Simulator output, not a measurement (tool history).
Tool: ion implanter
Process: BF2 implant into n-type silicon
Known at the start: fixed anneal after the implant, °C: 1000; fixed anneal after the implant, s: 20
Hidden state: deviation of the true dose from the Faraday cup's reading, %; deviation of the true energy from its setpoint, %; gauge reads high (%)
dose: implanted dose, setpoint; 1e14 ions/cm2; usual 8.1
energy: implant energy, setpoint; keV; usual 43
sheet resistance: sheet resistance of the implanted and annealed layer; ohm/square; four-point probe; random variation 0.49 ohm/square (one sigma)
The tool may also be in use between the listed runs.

run,hour,dose,energy,wafers since the last listed run,hours since the last dose calibration,hours since the extraction supply was calibrated,hours since the gauge calibration,"read-back reference wafer on the same gauge, sheet resistance",sheet resistance
1,0,8.1,43,0,58.4,1900.5,1050.3,142.2,155.97
2,55.3,8.1,43,797,113.7,1955.8,1105.6,141.93,154.45
3,114.1,9.78,40,848,172.5,2014.6,1164.4,142.12,143.07
4,207.6,9.78,40,1349,266,2108.1,1257.9,141.92,141.61
5,295.4,9.78,40,1266,353.8,2195.9,1345.7,141.68,141.36
6,380.1,8.1,48,1222,438.5,2280.6,1430.4,141.78,148.85
7,460.2,8.1,48,1155,518.6,2360.7,1510.5,142.02,148.69
8,560.7,8.1,43,1450,619.1,2461.2,1611,141.94,152.79
# hour 614.5: extraction supply calibrated
9,649.8,8.1,43,1170,708.2,35.3,1700.1,141.99,152.6
10,732.1,8.1,43,1187,790.5,117.6,1782.4,142.03,153.51
# hour 753.3: Faraday cup replaced and dose calibrated
# hour 777.4: gauge calibrated
11,792.7,10.02,34,758,39.4,178.2,15.3,142.07,151.73
12,855,10.02,34,898,101.7,240.5,77.6,142.05,151.7
13,926.9,6.7,43,1037,173.6,312.4,149.5,142.11,178.41
14,1170.3,8.1,43,3511,417,555.8,392.9,141.87,154.6
15,1238.1,8.1,43,978,484.8,623.6,460.7,142.01,154.51
16,1290.1,9.28,43,750,536.8,675.6,512.7,142.15,141.56
17,1391.5,8.1,52,1462,638.2,777,614.1,142.03,147.91
18,1467.9,9.78,40,1102,714.6,853.4,690.5,142.31,141.5
19,1505.9,8.1,43,548,752.6,891.4,728.5,141.92,153.43
# hour 1548.5: Faraday cup replaced and dose calibrated
20,1549,9.65,36.5,506,0.5,934.5,771.6,142.21,149.42
21,1601.2,10.09,30.5,753,52.7,986.7,823.8,141.98,157.39
22,1668.7,10.16,34.5,973,120.2,1054.2,891.3,142.02,148.36
23,1741.3,8.1,43,1047,192.8,1126.8,963.9,142.03,154.81
24,1846.3,7.06,50,1514,297.8,1231.8,1068.9,142.18,163.19
25,1925.8,8.1,37.5,1147,377.3,1311.3,1148.4,142.15,159.82

5 ways to go on from here, each from the tool as it stands after run 25. What would each give?
A,1926.2,10.41,43,5,377.7,1311.7,1148.8,?,?
B,1926.2,8.1,37,5,377.7,1311.7,1148.8,?,?
C,1926.2,9.06,35,5,377.7,1311.7,1148.8,?,?
D,1926.2,8.1,38,5,377.7,1311.7,1148.8,?,?
E,1926.2,8.1,36.5,5,377.7,1311.7,1148.8,?,?

run,"read-back reference wafer on the same gauge, sheet resistance",sheet resistance
A,141.88,133.94
B,141.88,160.25
C,141.88,154.14
D,141.88,158.95
E,141.88,160.93
Without the tool's hidden state the same runs would have given:
run,sheet resistance
A,136.62
B,164.13
C,157.29
D,162.87
E,164.79
